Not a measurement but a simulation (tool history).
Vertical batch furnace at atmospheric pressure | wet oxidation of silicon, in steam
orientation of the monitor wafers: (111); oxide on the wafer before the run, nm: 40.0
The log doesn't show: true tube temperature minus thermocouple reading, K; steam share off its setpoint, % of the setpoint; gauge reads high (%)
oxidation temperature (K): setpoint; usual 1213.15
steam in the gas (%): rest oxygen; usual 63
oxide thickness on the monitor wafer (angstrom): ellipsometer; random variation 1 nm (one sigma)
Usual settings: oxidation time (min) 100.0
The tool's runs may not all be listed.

run   hour  oxidation temperature (K)  oxidation time (min)  steam in the gas (%)  wafers since the last listed run  hours since the last temperature calibration  hours since the steam generator was serviced  hours since the gauge calibration  read-back reference wafer on the same gauge, thickness  oxide thickness on the monitor wafer (angstrom)
  1    0.0                    1213.15                 100.0                    63                                 0                                        2542.6                                        1557.8                              360.6                                                  300.07                                           3166.3
       4.6  -- gauge calibrated
  2   12.3                    1213.15                 100.0                    63                               127                                        2554.9                                        1570.1                                7.7                                                  300.29                                           3177.9
  3   27.2                    1213.15                 100.0                    63                               154                                        2569.8                                        1585.0                               22.6                                                  300.14                                           3161.1
  4   48.2                    1230.15                 100.0                    63                               217                                        2590.8                                        1606.0                               43.6                                                  299.99                                           3544.6
  5   57.7                    1213.15                 100.0                    63                                98                                        2600.3                                        1615.5                               53.1                                                  300.24                                           3158.7
  6   73.7                    1213.15                 100.0                    63                               165                                        2616.3                                        1631.5                               69.1                                                  299.73                                           3164.6
  7   87.5                    1213.15                  73.0                    63                               143                                        2630.1                                        1645.3                               82.9                                                  300.19                                           2574.1
  8  104.3                    1213.15                  73.0                    63                               174                                        2646.9                                        1662.1                               99.7                                                  300.25                                           2559.7
  9  118.9                    1213.15                  73.0                    63                               151                                        2661.5                                        1676.7                              114.3                                                  300.29                                           2568.9
 10  136.7                    1213.15                 100.0                    63                               184                                        2679.3                                        1694.5                              132.1                                                  300.05                                           3161.9
 11  156.6                    1213.15                 100.0                    63                               206                                        2699.2                                        1714.4                              152.0                                                  300.19                                           3158.0
     184.7  -- thermocouples replaced and temperature profile calibrated
 12  185.2                    1213.15                 130.5                    63                                47                                           0.5                                        1743.0                              180.6                                                  300.10                                           3752.5
 13  190.7                    1213.15                 130.5                    63                                57                                           6.0                                        1748.5                              186.1                                                  300.02                                           3769.6
 14  196.1                    1213.15                 130.5                    63                                55                                          11.4                                        1753.9                              191.5                                                  299.98                                           3755.1
 15  209.8                    1224.15                 100.0                    71                               142                                          25.1                                        1767.6                              205.2                                                  299.95                                           3682.7
 16  221.1                    1197.15                 100.0                    63                               117                                          36.4                                        1778.9                              216.5                                                  300.26                                           2820.6
 17  233.5                    1197.15                 100.0                    63                               128                                          48.8                                        1791.3                              228.9                                                  300.42                                           2810.2
     258.9  -- steam generator serviced
 18  259.4                    1213.15                 100.0                    63                                19                                          74.7                                           0.5                              254.8                                                  299.79                                           3347.5
 19  273.0                    1195.15                 144.0                    58                               141                                          88.3                                          14.1                              268.4                                                  299.74                                           3541.7
 20  289.6                    1213.15                 100.0                    63                               172                                         104.9                                          30.7                              285.0                                                  299.92                                           3329.9
 21  298.0                    1213.15                 100.0                    63                                87                                         113.3                                          39.1                              293.4                                                  299.61                                           3322.1
 22  311.5                    1213.15                 100.0                    63                               139                                         126.8                                          52.6                              306.9                                                  299.76                                           3344.9
 23  320.6                    1190.15                  83.0                    69                                94                                         135.9                                          61.7                              316.0                                                  299.51                                           2636.0
 24  331.1                    1230.15                 119.5                    63                               108                                         146.4                                          72.2                              326.5                                                  300.13                                           4175.5
 25  344.7                    1224.15                 100.0                    63                               141                                         160.0                                          85.8                              340.1                                                  300.06                                           3584.8
     355.7  -- gauge calibrated
 26  361.5                    1190.15                  83.0                    69                               174                                         176.8                                         102.6                                5.8                                                  300.06                                           2642.1
 27  381.0                    1213.15                 100.0                    63                               202                                         196.3                                         122.1                               25.3                                                  300.01                                           3301.4
 28  392.1                    1196.15                 100.0                    63                               115                                         207.4                                         133.2                               36.4                                                  299.94                                           2937.2
 29  405.9                    1230.15                  60.0                    63                               143                                         221.2                                         147.0                               50.2                                                  299.72                                           2672.0
 30  466.8                    1213.15                 100.0                    68                               631                                         282.1                                         207.9                              111.1                                                  300.14                                           3474.9
 31  486.8                    1213.15                  52.5                    52                               207                                         302.1                                         227.9                              131.1                                                  299.85                                           1896.3
 32  499.8                    1189.15                 128.0                    69                               134                                         315.1                                         240.9                              144.1                                                  299.88                                           3459.3
 33  522.4                    1234.15                 117.5                    73                               234                                         337.7                                         263.5                              166.7                                                  300.10                                           4591.4
 34  541.1                    1213.15                 141.0                    70                               193                                         356.4                                         282.2                              185.4                                                  300.17                                           4380.3
 35  559.1                    1213.15                 100.0                    57                               186                                         374.4                                         300.2                              203.4                                                  299.87                                           3068.4
 36  568.9                    1234.15                 117.5                    73                               101                                         384.2                                         310.0                              213.2                                                  300.06                                           4563.1
 37  577.1                    1213.15                  52.0                    51                                85                                         392.4                                         318.2                              221.4                                                  299.53                                           1846.4

Forecast each of these 5 alternatives for the next run:
  A  582.7                    1213.15                 100.0                    63                                58                                         398.0                                         323.8                              227.0                                                       ?                                                ?
  B  582.7                    1221.15                  73.0                    57                                58                                         398.0                                         323.8                              227.0                                                       ?                                                ?
  C  582.7                    1213.15                 100.0                    58                                58                                         398.0                                         323.8                              227.0                                                       ?                                                ?
  D  582.7                    1225.15                 129.0                    69                                58                                         398.0                                         323.8                              227.0                                                       ?                                                ?
  E  582.7                    1220.15                  51.5                    53                                58                                         398.0                                         323.8                              227.0                                                       ?                                                ?

run  read-back reference wafer on the same gauge, thickness  oxide thickness on the monitor wafer (angstrom)
  A                                                  300.07                                           3300.0
  B                                                  300.07                                           2662.4
  C                                                  300.07                                           3126.1
  D                                                  300.07                                           4461.5
  E                                                  300.07                                           2005.6
Without the tool's hidden state the same runs would have given:
run  oxide thickness on the monitor wafer (angstrom)
  A                                           3373.0
  B                                           2721.3
  C                                           3195.5
  D                                           4556.5
  E                                           2050.0
